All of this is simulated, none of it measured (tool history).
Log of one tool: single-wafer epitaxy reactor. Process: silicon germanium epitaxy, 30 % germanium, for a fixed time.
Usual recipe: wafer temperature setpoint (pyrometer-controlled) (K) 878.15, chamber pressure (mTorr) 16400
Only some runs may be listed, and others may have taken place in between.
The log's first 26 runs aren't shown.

run	hour	wafer temperature setpoint (pyrometer-controlled) (K)	chamber pressure (mTorr)	wafers since the last listed run	hours since the last pyrometer calibration	hours since the last manometer calibration	hours since the showerhead was replaced	hours since the gauge calibration	read-back reference wafer on the same gauge, thickness_nm	mean film thickness on the monitor wafer (Å)
27	600.6	865.15	18000	332	75.7	282.0	246.0	343.2	69.924	524.21
28	614.2	878.15	16400	309	89.3	295.6	259.6	356.8	69.890	639.03
29	633.3	868.15	19100	434	108.4	314.7	278.7	375.9	69.919	565.99
30	694.2	867.15	19400	1386	169.3	375.6	339.6	436.8	69.921	559.32
31	713.9	870.15	15000	448	189.0	395.3	359.3	456.5	69.885	539.62
32	740.9	885.15	14600	614	216.0	422.3	386.3	483.5	69.890	699.68
33	766.8	865.15	18100	589	241.9	448.2	412.2	509.4	69.935	525.22
34	779.0	878.15	15300	277	254.1	460.4	424.4	521.6	69.863	629.20

Each row is a separate what-if for the run after 34, all from the same tool condition, not one after another. Results?
A	779.4	872.15	16400	9	254.5	460.8	424.8	522.0	?	?
B	779.4	871.15	19900	9	254.5	460.8	424.8	522.0	?	?
C	779.4	893.15	16400	9	254.5	460.8	424.8	522.0	?	?
D	779.4	886.15	17800	9	254.5	460.8	424.8	522.0	?	?
E	779.4	893.15	13600	9	254.5	460.8	424.8	522.0	?	?

run	read-back reference wafer on the same gauge, thickness_nm	mean film thickness on the monitor wafer (Å)
A	69.937	578.57
B	69.937	607.13
C	69.937	835.93
D	69.937	761.71
E	69.937	785.58
Stripped of hidden state, with their random variation kept, the same runs would have yielded:
run	mean film thickness on the monitor wafer (Å)
A	573.09
B	601.37
C	828.11
D	754.55
E	778.23
